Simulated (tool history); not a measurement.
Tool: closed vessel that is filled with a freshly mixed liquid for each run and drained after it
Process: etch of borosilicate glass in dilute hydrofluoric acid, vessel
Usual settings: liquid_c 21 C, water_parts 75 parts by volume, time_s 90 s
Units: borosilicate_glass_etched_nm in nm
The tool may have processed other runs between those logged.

run     day  liquid_c  water_parts  time_s  read-back film thickness of the borosilicate glass reference wafer, read on the same gauge (nm)  borosilicate_glass_etched_nm
  1       0        21           75      90                                                                                            39.99                         29.76
  2    0.45        21           75      90                                                                                               40                         29.72
  3   0.929        21           75      90                                                                                            39.99                         29.63
  4   1.629        21           60      90                                                                                               40                         38.02
  5   2.212        21          100     125                                                                                               40                          29.9
  6   2.521        21          100     125                                                                                               40                         29.78
  7    3.15        21          100     125                                                                                            40.01                         29.94
      3.783  -- hydrofluoric acid flow meter replaced
  8   3.804        18           75      70                                                                                               40                         23.46
  9   4.042        18           75      70                                                                                            39.98                         23.41
 10    4.55        26          110     140                                                                                            39.99                         41.99
      4.879  -- thermometer replaced
 11   4.988      17.5           55     120                                                                                            39.99                          49.8
 12   5.738        26          110     140                                                                                            39.99                         38.47
 13    6.05        21           75      90                                                                                               40                          31.1
 14   6.629        19           75      90                                                                                            40.02                          28.4
      6.779  -- gauge calibrated
 15   7.158      24.5           75     110                                                                                               40                          43.4
 16   9.354        24           75     110                                                                                               40                         43.01
 17   9.908        21           50      90                                                                                            39.98                         47.88
 18  10.204        21           90      75                                                                                            39.98                         21.12

Difference, measured minus no-hidden-state, one row per run. Run-to-run variation is common to both terms; the gauge's own scatter need not be:
The tool's hidden condition here consists of: liquid hotter than its thermometer reads (K); hydrofluoric acid flow below the setpoint (%); gauge reads high (%).
run  borosilicate_glass_etched_nm
  1                         -1.89
  2                          -1.9
  3                          -1.9
  4                         -2.32
  5                         -2.15
  6                         -2.15
  7                         -2.19
  8                         +1.74
  9                         +1.73
 10                         +2.67
 11                         -0.93
 12                         -0.88
 13                         -0.64
 14                         -0.59
 15                         -0.95
 16                            -1
 17                         -1.04
 18                         -0.51
